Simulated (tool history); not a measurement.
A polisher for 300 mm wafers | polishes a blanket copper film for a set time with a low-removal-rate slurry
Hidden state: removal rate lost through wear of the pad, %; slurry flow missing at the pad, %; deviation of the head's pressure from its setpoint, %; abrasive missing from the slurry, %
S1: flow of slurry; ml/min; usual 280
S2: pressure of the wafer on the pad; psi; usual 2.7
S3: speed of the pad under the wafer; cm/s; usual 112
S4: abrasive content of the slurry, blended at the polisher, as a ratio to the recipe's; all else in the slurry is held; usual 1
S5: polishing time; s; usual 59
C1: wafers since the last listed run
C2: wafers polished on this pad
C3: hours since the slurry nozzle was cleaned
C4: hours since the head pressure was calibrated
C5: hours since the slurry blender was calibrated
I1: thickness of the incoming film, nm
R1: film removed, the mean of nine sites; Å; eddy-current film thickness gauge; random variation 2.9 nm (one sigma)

run 1 hour=0 | S1=280 S2=2.7 S3=112 S4=1 S5=59 | C1=0 C2=1478 C3=680.6 C4=65.5 C5=194.2 | I1=1421.5 | R1=1868
-- hour=9.3 slurry blender recalibrated
-- hour=27.2 slurry nozzle cleaned
-- hour=60.4 worn pad replaced by a new one
run 2 hour=76.6 | S1=280 S2=2.7 S3=112 S4=1 S5=59 | C1=714 C2=166 C3=49.4 C4=142.1 C5=67.3 | I1=1404.1 | R1=2078
run 3 hour=101.4 | S1=280 S2=2.7 S3=112 S4=1 S5=59 | C1=254 C2=421 C3=74.2 C4=166.9 C5=92.1 | I1=1431.9 | R1=2041
run 4 hour=117.3 | S1=280 S2=2.7 S3=112 S4=1 S5=59 | C1=163 C2=584 C3=90.1 C4=182.8 C5=108 | I1=1438 | R1=2030
run 5 hour=142.2 | S1=280 S2=2.7 S3=112 S4=1 S5=70 | C1=255 C2=839 C3=115 C4=207.7 C5=132.9 | I1=1427.6 | R1=2374
run 6 hour=172.3 | S1=280 S2=2.7 S3=112 S4=1 S5=59 | C1=308 C2=1148 C3=145.1 C4=237.8 C5=163 | I1=1405.2 | R1=1947
-- hour=187 slurry blender recalibrated
run 7 hour=196.3 | S1=280 S2=2.7 S3=112 S4=1 S5=59 | C1=225 C2=1374 C3=169.1 C4=261.8 C5=9.3 | I1=1407 | R1=2040
run 8 hour=230.3 | S1=280 S2=2.7 S3=112 S4=1 S5=59 | C1=348 C2=1723 C3=203.1 C4=295.8 C5=43.3 | I1=1419.1 | R1=1939
run 9 hour=257.7 | S1=280 S2=2.7 S3=112 S4=1 S5=59 | C1=281 C2=2004 C3=230.5 C4=323.2 C5=70.7 | I1=1408.5 | R1=1865
-- hour=267.3 worn pad replaced by a new one
-- hour=356.9 slurry blender recalibrated
run 10 hour=358.3 | S1=280 S2=2.7 S3=112 S4=1 S5=59 | C1=970 C2=913 C3=331.1 C4=423.8 C5=1.4 | I1=1410.3 | R1=2026
run 11 hour=385.4 | S1=280 S2=3.3 S3=112 S4=1 S5=75 | C1=278 C2=1191 C3=358.2 C4=450.9 C5=28.5 | I1=1393.8 | R1=3029
run 12 hour=407 | S1=280 S2=3.3 S3=112 S4=1 S5=75 | C1=221 C2=1413 C3=379.8 C4=472.5 C5=50.1 | I1=1394.5 | R1=3056
run 13 hour=424.5 | S1=280 S2=3.3 S3=112 S4=1 S5=75 | C1=179 C2=1593 C3=397.3 C4=490 C5=67.6 | I1=1421.5 | R1=3016
-- hour=445.5 worn pad replaced by a new one
run 14 hour=459.9 | S1=280 S2=2.7 S3=112 S4=1 S5=59 | C1=322 C2=147 C3=432.7 C4=525.4 C5=103 | I1=1424 | R1=2063
run 15 hour=478.4 | S1=280 S2=2.7 S3=112 S4=1 S5=59 | C1=189 C2=337 C3=451.2 C4=543.9 C5=121.5 | I1=1406.7 | R1=2037
run 16 hour=493.2 | S1=280 S2=2.7 S3=136 S4=1 S5=59 | C1=151 C2=489 C3=466 C4=558.7 C5=136.3 | I1=1394.3 | R1=2443
run 17 hour=507.8 | S1=280 S2=2.7 S3=112 S4=1 S5=59 | C1=149 C2=639 C3=480.6 C4=573.3 C5=150.9 | I1=1406.3 | R1=2056
run 18 hour=520.8 | S1=205 S2=2.7 S3=126 S4=1 S5=59 | C1=133 C2=772 C3=493.6 C4=586.3 C5=163.9 | I1=1392.4 | R1=2167
-- hour=527.3 slurry blender recalibrated
-- hour=532.8 head pressure recalibrated
run 19 hour=606.7 | S1=280 S2=2.7 S3=112 S4=0.9 S5=39 | C1=840 C2=1613 C3=579.5 C4=73.9 C5=79.4 | I1=1408.4 | R1=1231
-- hour=619.6 worn pad replaced by a new one
run 20 hour=628.5 | S1=325 S2=2.7 S3=84 S4=1 S5=59 | C1=182 C2=91 C3=601.3 C4=95.7 C5=101.2 | I1=1422.6 | R1=1558
run 21 hour=642.9 | S1=280 S2=2.7 S3=74 S4=1 S5=59 | C1=147 C2=238 C3=615.7 C4=110.1 C5=115.6 | I1=1398.6 | R1=1358
-- hour=683.1 slurry nozzle cleaned
-- hour=732.5 slurry blender recalibrated
run 22 hour=747.9 | S1=180 S2=3.1 S3=112 S4=1 S5=59 | C1=1046 C2=1285 C3=64.8 C4=215.1 C5=15.4 | I1=1413.3 | R1=2171
run 23 hour=767 | S1=280 S2=2.7 S3=112 S4=1 S5=59 | C1=196 C2=1481 C3=83.9 C4=234.2 C5=34.5 | I1=1384 | R1=2034
run 24 hour=794.8 | S1=280 S2=2.7 S3=112 S4=1.2 S5=59 | C1=285 C2=1766 C3=111.7 C4=262 C5=62.3 | I1=1422.5 | R1=2063
-- hour=808.2 worn pad replaced by a new one
run 25 hour=825.5 | S1=280 S2=3.1 S3=112 S4=1 S5=59 | C1=274 C2=177 C3=142.4 C4=292.7 C5=93 | I1=1424.9 | R1=2337
run 26 hour=848 | S1=280 S2=3.2 S3=112 S4=1 S5=59 | C1=230 C2=408 C3=164.9 C4=315.2 C5=115.5 | I1=1416.5 | R1=2488
run 27 hour=871.7 | S1=320 S2=2.1 S3=134 S4=1 S5=59 | C1=243 C2=651 C3=188.6 C4=338.9 C5=139.2 | I1=1412.7 | R1=1972
-- hour=891.8 slurry blender recalibrated
run 28 hour=895.5 | S1=210 S2=3 S3=112 S4=0.75 S5=59 | C1=223 C2=875 C3=212.4 C4=362.7 C5=3.7 | I1=1431.4 | R1=1966
run 29 hour=916.7 | S1=280 S2=2.7 S3=112 S4=1 S5=78 | C1=217 C2=1093 C3=233.6 C4=383.9 C5=24.9 | I1=1400.3 | R1=2700

5 ways to go on from here, each from the tool as it stands after run 29. What would each give?
run A hour=917.1 | S1=280 S2=2.7 S3=112 S4=1.25 S5=59 | C1=4 C2=1097 C3=234 C4=384.3 C5=25.3 | I1=1401.6 | R1=?
run B hour=917.1 | S1=280 S2=3.2 S3=74 S4=0.7 S5=41 | C1=4 C2=1097 C3=234 C4=384.3 C5=25.3 | I1=1401.6 | R1=?
run C hour=917.1 | S1=280 S2=2.1 S3=144 S4=0.75 S5=48 | C1=4 C2=1097 C3=234 C4=384.3 C5=25.3 | I1=1401.6 | R1=?
run D hour=917.1 | S1=280 S2=2 S3=112 S4=1 S5=59 | C1=4 C2=1097 C3=234 C4=384.3 C5=25.3 | I1=1401.6 | R1=?
run E hour=917.1 | S1=280 S2=2.3 S3=112 S4=1 S5=59 | C1=4 C2=1097 C3=234 C4=384.3 C5=25.3 | I1=1401.6 | R1=?

run=A R1=2239
run=B R1=978
run=C R1=1562
run=D R1=1588
run=E R1=1800
Without the tool's hidden state the same runs would have given:
run=A R1=2325
run=B R1=1015
run=C R1=1622
run=D R1=1650
run=E R1=1869
